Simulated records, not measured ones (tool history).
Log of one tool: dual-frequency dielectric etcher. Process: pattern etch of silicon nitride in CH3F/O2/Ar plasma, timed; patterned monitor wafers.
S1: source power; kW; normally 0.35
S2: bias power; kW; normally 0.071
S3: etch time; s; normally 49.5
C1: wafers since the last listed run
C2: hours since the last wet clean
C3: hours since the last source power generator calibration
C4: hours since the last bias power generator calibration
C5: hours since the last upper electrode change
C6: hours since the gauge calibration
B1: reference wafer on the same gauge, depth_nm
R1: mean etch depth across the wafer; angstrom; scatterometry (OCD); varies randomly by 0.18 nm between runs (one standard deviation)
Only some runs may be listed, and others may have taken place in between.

run 1 hour=0 | S1=0.35 S2=0.079 S3=60 | C1=0 C2=265.8 C3=2675.4 C4=3933 C5=3074.2 C6=2.2 | B1=30.91 | R1=440.6
run 2 hour=20.4 | S1=0.35 S2=0.079 S3=60 | C1=374 C2=286.2 C3=2695.8 C4=3953.4 C5=3094.6 C6=22.6 | B1=30.78 | R1=445.1
run 3 hour=34.6 | S1=0.35 S2=0.078 S3=49.5 | C1=260 C2=300.4 C3=2710 C4=3967.6 C5=3108.8 C6=36.8 | B1=30.85 | R1=366.6
run 4 hour=69.1 | S1=0.35 S2=0.078 S3=49.5 | C1=634 C2=334.9 C3=2744.5 C4=4002.1 C5=3143.3 C6=71.3 | B1=30.83 | R1=364.5
-- hour=102.8 wet clean of the chamber
run 5 hour=103.3 | S1=0.35 S2=0.071 S3=49.5 | C1=187 C2=0.5 C3=2778.7 C4=4036.3 C5=3177.5 C6=105.5 | B1=30.8 | R1=347
run 6 hour=119.6 | S1=0.35 S2=0.071 S3=49.5 | C1=299 C2=16.8 C3=2795 C4=4052.6 C5=3193.8 C6=121.8 | B1=30.74 | R1=345.6
run 7 hour=136.8 | S1=0.35 S2=0.071 S3=60.5 | C1=316 C2=34 C3=2812.2 C4=4069.8 C5=3211 C6=139 | B1=30.84 | R1=427.1
run 8 hour=154.3 | S1=0.28 S2=0.087 S3=49.5 | C1=321 C2=51.5 C3=2829.7 C4=4087.3 C5=3228.5 C6=156.5 | B1=30.83 | R1=329
run 9 hour=169.4 | S1=0.44 S2=0.071 S3=39.5 | C1=277 C2=66.6 C3=2844.8 C4=4102.4 C5=3243.6 C6=171.6 | B1=30.79 | R1=307.5
run 10 hour=201.6 | S1=0.35 S2=0.057 S3=40.5 | C1=591 C2=98.8 C3=2877 C4=4134.6 C5=3275.8 C6=203.8 | B1=30.76 | R1=270.5
run 11 hour=219.9 | S1=0.42 S2=0.056 S3=38.5 | C1=336 C2=117.1 C3=2895.3 C4=4152.9 C5=3294.1 C6=222.1 | B1=30.77 | R1=277.5
-- hour=250.4 upper electrode replaced
run 12 hour=250.9 | S1=0.35 S2=0.066 S3=55.5 | C1=128 C2=148.1 C3=2926.3 C4=4183.9 C5=0.5 C6=253.1 | B1=30.79 | R1=384.2
-- hour=260 bias power generator calibrated
run 13 hour=269 | S1=0.43 S2=0.06 S3=49.5 | C1=259 C2=166.2 C3=2944.4 C4=9 C5=18.6 C6=271.2 | B1=30.81 | R1=372.6
run 14 hour=295.8 | S1=0.35 S2=0.071 S3=49.5 | C1=492 C2=193 C3=2971.2 C4=35.8 C5=45.4 C6=298 | B1=30.82 | R1=354.8
run 15 hour=318 | S1=0.35 S2=0.071 S3=49.5 | C1=408 C2=215.2 C3=2993.4 C4=58 C5=67.6 C6=320.2 | B1=30.73 | R1=355.5
run 16 hour=350.8 | S1=0.43 S2=0.071 S3=63.5 | C1=602 C2=248 C3=3026.2 C4=90.8 C5=100.4 C6=353 | B1=30.81 | R1=498.9
-- hour=387.5 source power generator calibrated
run 17 hour=388 | S1=0.35 S2=0.071 S3=49.5 | C1=610 C2=285.2 C3=0.5 C4=128 C5=137.6 C6=390.2 | B1=30.79 | R1=354.4
run 18 hour=399.7 | S1=0.29 S2=0.06 S3=41.5 | C1=215 C2=296.9 C3=12.2 C4=139.7 C5=149.3 C6=401.9 | B1=30.69 | R1=260.9
run 19 hour=414.3 | S1=0.35 S2=0.071 S3=45.5 | C1=268 C2=311.5 C3=26.8 C4=154.3 C5=163.9 C6=416.5 | B1=30.78 | R1=324.2
run 20 hour=443.8 | S1=0.35 S2=0.071 S3=49.5 | C1=542 C2=341 C3=56.3 C4=183.8 C5=193.4 C6=446 | B1=30.76 | R1=357.6
run 21 hour=462.6 | S1=0.32 S2=0.056 S3=56 | C1=345 C2=359.8 C3=75.1 C4=202.6 C5=212.2 C6=464.8 | B1=30.79 | R1=364.4
run 22 hour=494.6 | S1=0.38 S2=0.066 S3=58 | C1=588 C2=391.8 C3=107.1 C4=234.6 C5=244.2 C6=496.8 | B1=30.75 | R1=427.2
run 23 hour=516.7 | S1=0.28 S2=0.088 S3=44.5 | C1=406 C2=413.9 C3=129.2 C4=256.7 C5=266.3 C6=518.9 | B1=30.82 | R1=308.1
run 24 hour=545.1 | S1=0.27 S2=0.065 S3=49.5 | C1=521 C2=442.3 C3=157.6 C4=285.1 C5=294.7 C6=547.3 | B1=30.78 | R1=309.8
-- hour=572.5 wet clean of the chamber
run 25 hour=573 | S1=0.35 S2=0.071 S3=49.5 | C1=71 C2=0.5 C3=185.5 C4=313 C5=322.6 C6=575.2 | B1=30.8 | R1=343
-- hour=573.7 gauge calibrated
run 26 hour=591 | S1=0.28 S2=0.087 S3=55.5 | C1=330 C2=18.5 C3=203.5 C4=331 C5=340.6 C6=17.3 | B1=30.73 | R1=370.9
run 27 hour=617.8 | S1=0.35 S2=0.071 S3=58.5 | C1=492 C2=45.3 C3=230.3 C4=357.8 C5=367.4 C6=44.1 | B1=30.77 | R1=412
run 28 hour=652.9 | S1=0.32 S2=0.085 S3=43 | C1=645 C2=80.4 C3=265.4 C4=392.9 C5=402.5 C6=79.2 | B1=30.8 | R1=304.4
run 29 hour=682.1 | S1=0.35 S2=0.071 S3=49.5 | C1=536 C2=109.6 C3=294.6 C4=422.1 C5=431.7 C6=108.4 | B1=30.77 | R1=348

Measured minus without-hidden-state, run by run (identical run-to-run variation in each term; gauge scatter may differ):
Hidden state present: etch rate over this chamber's usual, %; source power that arrives over what is set, %; bias power that arrives over what is set, %; gauge reads high (%).
run=1 R1=+8.4
run=2 R1=+9.2
run=3 R1=+7.9
run=4 R1=+8.9
run=5 R1=-0.8
run=6 R1=-0.3
run=7 R1=+0.2
run=8 R1=+0.6
run=9 R1=+0.9
run=10 R1=+1.5
run=11 R1=+2
run=12 R1=+3.7
run=13 R1=+4.1
run=14 R1=+4.7
run=15 R1=+5.3
run=16 R1=+8.8
run=17 R1=+7.3
run=18 R1=+5.6
run=19 R1=+7.3
run=20 R1=+8.9
run=21 R1=+9.6
run=22 R1=+12.3
run=23 R1=+9.4
run=24 R1=+10.1
run=25 R1=-1.1
run=26 R1=-0.6
run=27 R1=+0.3
run=28 R1=+1
run=29 R1=+2.1
